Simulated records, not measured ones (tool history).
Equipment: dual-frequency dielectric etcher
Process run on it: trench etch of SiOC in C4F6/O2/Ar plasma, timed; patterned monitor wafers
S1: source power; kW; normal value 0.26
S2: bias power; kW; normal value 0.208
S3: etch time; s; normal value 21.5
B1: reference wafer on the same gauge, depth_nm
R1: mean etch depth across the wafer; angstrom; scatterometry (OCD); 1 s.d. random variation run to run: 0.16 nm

run 1 day=0 | S1=0.26 S2=0.17 S3=21.5 | B1=38.26 | R1=387.9
run 2 day=0.929 | S1=0.26 S2=0.208 S3=21.5 | B1=38.21 | R1=406.4
run 3 day=1.788 | S1=0.28 S2=0.208 S3=21.5 | B1=38.22 | R1=416.6
run 4 day=2.75 | S1=0.28 S2=0.208 S3=21.5 | B1=38.25 | R1=414.9
run 5 day=3.254 | S1=0.28 S2=0.208 S3=21.5 | B1=38.22 | R1=414.1
run 6 day=3.954 | S1=0.26 S2=0.208 S3=21.5 | B1=38.13 | R1=408.7
run 7 day=5.321 | S1=0.26 S2=0.208 S3=21.5 | B1=38.21 | R1=410.9
run 8 day=6.488 | S1=0.26 S2=0.208 S3=21.5 | B1=38.23 | R1=415
run 9 day=7.692 | S1=0.29 S2=0.208 S3=21.5 | B1=38.2 | R1=426.1
run 10 day=8.979 | S1=0.29 S2=0.208 S3=21.5 | B1=38.18 | R1=424.2
-- day=10.7 upper electrode replaced
run 11 day=10.721 | S1=0.29 S2=0.208 S3=21.5 | B1=38.18 | R1=428
-- day=11.038 gauge calibrated
run 12 day=11.483 | S1=0.28 S2=0.208 S3=26 | B1=38.19 | R1=513.8
run 13 day=12.317 | S1=0.32 S2=0.252 S3=16.5 | B1=38.18 | R1=353.2
-- day=12.683 bias power generator calibrated
run 14 day=13.425 | S1=0.26 S2=0.174 S3=21.5 | B1=38.22 | R1=403.3
-- day=15.892 wet clean of the chamber
-- day=17.817 source power generator calibrated
run 15 day=17.85 | S1=0.22 S2=0.176 S3=21.5 | B1=38.22 | R1=373.6
run 16 day=18.421 | S1=0.32 S2=0.252 S3=16.5 | B1=38.22 | R1=339.6
run 17 day=18.946 | S1=0.24 S2=0.163 S3=21.5 | B1=38.23 | R1=376.2
run 18 day=20.183 | S1=0.23 S2=0.17 S3=21.5 | B1=38.21 | R1=376.9
run 19 day=21.05 | S1=0.26 S2=0.208 S3=21.5 | B1=38.19 | R1=405.5
run 20 day=22.071 | S1=0.23 S2=0.208 S3=21.5 | B1=38.22 | R1=395.6
-- day=23.058 gauge calibrated
run 21 day=23.338 | S1=0.24 S2=0.177 S3=21.5 | B1=38.24 | R1=386.3
run 22 day=24.696 | S1=0.21 S2=0.191 S3=27 | B1=38.25 | R1=477.8

Consider 4 possible next runs. They are alternatives, not a sequence: every one starts from the tool as it was left by run 22. What does each give?
run A day=24.712 | S1=0.26 S2=0.208 S3=21.5 | B1=? | R1=?
run B day=24.712 | S1=0.26 S2=0.225 S3=21.5 | B1=? | R1=?
run C day=24.712 | S1=0.3 S2=0.208 S3=21.5 | B1=? | R1=?
run D day=24.712 | S1=0.28 S2=0.165 S3=17.5 | B1=? | R1=?

run=A B1=38.22 R1=409.4
run=B B1=38.22 R1=417.1
run=C B1=38.22 R1=424.4
run=D B1=38.22 R1=322.7
With the hidden condition removed and each run's random variation left untouched, the same runs would have given:
run=A R1=399.5
run=B R1=406.9
run=C R1=414.1
run=D R1=314.8

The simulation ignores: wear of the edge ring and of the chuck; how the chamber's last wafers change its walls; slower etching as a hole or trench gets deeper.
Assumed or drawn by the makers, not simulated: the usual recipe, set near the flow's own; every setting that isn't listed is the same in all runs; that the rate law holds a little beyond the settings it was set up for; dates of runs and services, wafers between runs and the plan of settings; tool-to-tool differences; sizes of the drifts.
